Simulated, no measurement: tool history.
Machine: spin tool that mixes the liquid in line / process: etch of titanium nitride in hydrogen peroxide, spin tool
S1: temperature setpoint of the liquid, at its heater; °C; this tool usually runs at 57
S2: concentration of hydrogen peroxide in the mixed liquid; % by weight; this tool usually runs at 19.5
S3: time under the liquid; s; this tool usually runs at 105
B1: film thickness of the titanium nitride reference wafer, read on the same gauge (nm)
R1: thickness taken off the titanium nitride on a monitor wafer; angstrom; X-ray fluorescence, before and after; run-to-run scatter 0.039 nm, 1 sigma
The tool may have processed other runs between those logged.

run,hour,S1,S2,S3,B1,R1
1,0,57,19.5,105,40,41.73
# hour 23.4: peroxide flow meter replaced
2,58.5,62,19.5,105,40.005,60.67
3,115.2,62,19.5,105,40.01,60.11
4,181.8,62,19.5,45,40.022,26.03
# hour 221.6: gauge calibrated
# hour 224.2: thermometer replaced
5,234.6,51.5,13.5,165,40.011,38.46
6,305.7,57,19.5,105,40.004,39.36
7,340.3,57,19.5,105,40.008,39.22
# hour 392.8: heated supply line repaired
8,393.6,53,13.5,105,39.984,31.29
9,446,57,14,105,40.003,41.3
10,515.9,57,19.5,105,40.007,44.44
11,564.2,51.5,23.5,105,39.996,31.84
12,611.1,62,16.5,105,40.017,62.32
13,669,47,24.5,170,39.988,37.92
# hour 714.3: new drum of peroxide connected
14,726.4,54.5,14,55,39.991,18.94
15,752.4,52,19.5,105,39.991,32.31
16,800.9,57,19.5,105,39.995,46.14
17,840.2,60,18,105,40.04,57.22
18,964.6,57,17.5,70,40.019,31.05
19,1030.9,65.5,19.5,105,39.992,84.16
# hour 1078.2: thermometer replaced
20,1101.1,57,19.5,45,39.997,18.12
21,1206,64.5,17,65,40.015,42.9
22,1235.5,57,19.5,105,39.994,42.6
23,1351.7,57,19.5,105,39.993,43.53
24,1381.4,57,19.5,105,39.994,43.82

Each row is a separate what-if for the run after 24, all from the same tool condition, not one after another. Results?
A,1381.8,57,19.5,85,?,?
B,1381.8,64.5,15,125,?,?
C,1381.8,64,19.5,155,?,?
D,1381.8,47.5,19.5,105,?,?
E,1381.8,57,17,105,?,?

run,B1,R1
A,39.983,35.2
B,39.983,81.36
C,39.983,103.18
D,39.983,22.09
E,39.983,42.23
With no hidden state in the tool, these same runs would have given:
run,R1
A,35.42
B,81.84
C,103.8
D,22.24
E,42.5

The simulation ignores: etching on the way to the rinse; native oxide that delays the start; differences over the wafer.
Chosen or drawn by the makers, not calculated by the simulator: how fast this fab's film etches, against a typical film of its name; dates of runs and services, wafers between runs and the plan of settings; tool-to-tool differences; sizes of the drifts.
